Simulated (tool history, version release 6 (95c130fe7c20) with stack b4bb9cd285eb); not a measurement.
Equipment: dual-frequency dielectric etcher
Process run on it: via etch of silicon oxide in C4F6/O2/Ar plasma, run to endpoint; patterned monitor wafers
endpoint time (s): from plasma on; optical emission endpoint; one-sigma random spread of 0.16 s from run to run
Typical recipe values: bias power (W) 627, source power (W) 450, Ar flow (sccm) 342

run    hour  bias power (W)  source power (W)  Ar flow (sccm)  incoming incoming film thickness, nm  endpoint time (s)
  1       0             627               450             342                                 106.2               21.2
      321.8  -- bias power generator calibrated
  2   322.3             627               450             342                                 105.1               21.6
  3   420.1             627               450             342                                   106               21.4
  4   489.6             627               450             342                                 106.5               21.8
  5   581.3             627               450             296                                 105.9               21.5
  6   648.9             691               450             290                                 106.4               21.7
      682.1  -- wet clean of the chamber
  7   719.5             565               410             342                                 106.1               22.8
  8   825.8             627               450             342                                 106.5               21.9
  9   914.8             627               450             342                                 106.3               21.9
      932.7  -- source power generator calibrated
 10  1020.5             627               450             342                                 106.2               22.1
     1138.8  -- upper electrode replaced, of another model than before
 11  1139.3             500               520             378                                 105.1               23.5
 12  1167.8             745               410             280                                 106.2               20.6
 13  1235.7             692               540             279                                 106.1               19.9
 14  1396.9             493               380             342                                 105.4               25.8
 15  1483.3             500               540             342                                 106.9               24.3
 16  1522.3             627               360             264                                 106.3               22.9
       1595  -- wet clean of the chamber
 17  1612.9             564               450             342                                 106.1               22.1
 18  1704.6             778               450             342                                 105.5               19.1
 19  1790.2             627               370             369                                 105.6               22.3
 20  1858.8             627               530             342                                 106.2               20.8
 21  1907.7             627               400             421                                 106.9               22.8
 22  1944.7             582               520             302                                 105.7               21.1
 23  2002.5             627               450             400                                   106                 22
 24  2061.1             627               490             411                                 106.1               21.4
     2136.5  -- Ar flow controller replaced
 25  2159.4             505               530             415                                 106.6                 24
 26  2227.9             627               450             342                                 106.2                 22
     2292.6  -- wet clean of the chamber
 27  2318.9             627               360             410                                 106.4               22.5
 28  2423.1             709               500             342                                 105.5               19.6

Forecast each of these 5 alternatives for the next run:
  A  2423.5             627               450             342                                   106                  ?
  B  2423.5             627               510             342                                   106                  ?
  C  2423.5             762               450             364                                   106                  ?
  D  2423.5             726               450             260                                   106                  ?
  E  2423.5             627               540             400                                   106                  ?

run  endpoint time (s)
  A               21.6
  B                 21
  C               19.9
  D               19.7
  E                 21
Stripped of hidden state, with their random variation kept, the same runs would have yielded:
run  endpoint time (s)
  A               21.4
  B               20.8
  C               19.7
  D               19.5
  E               20.8
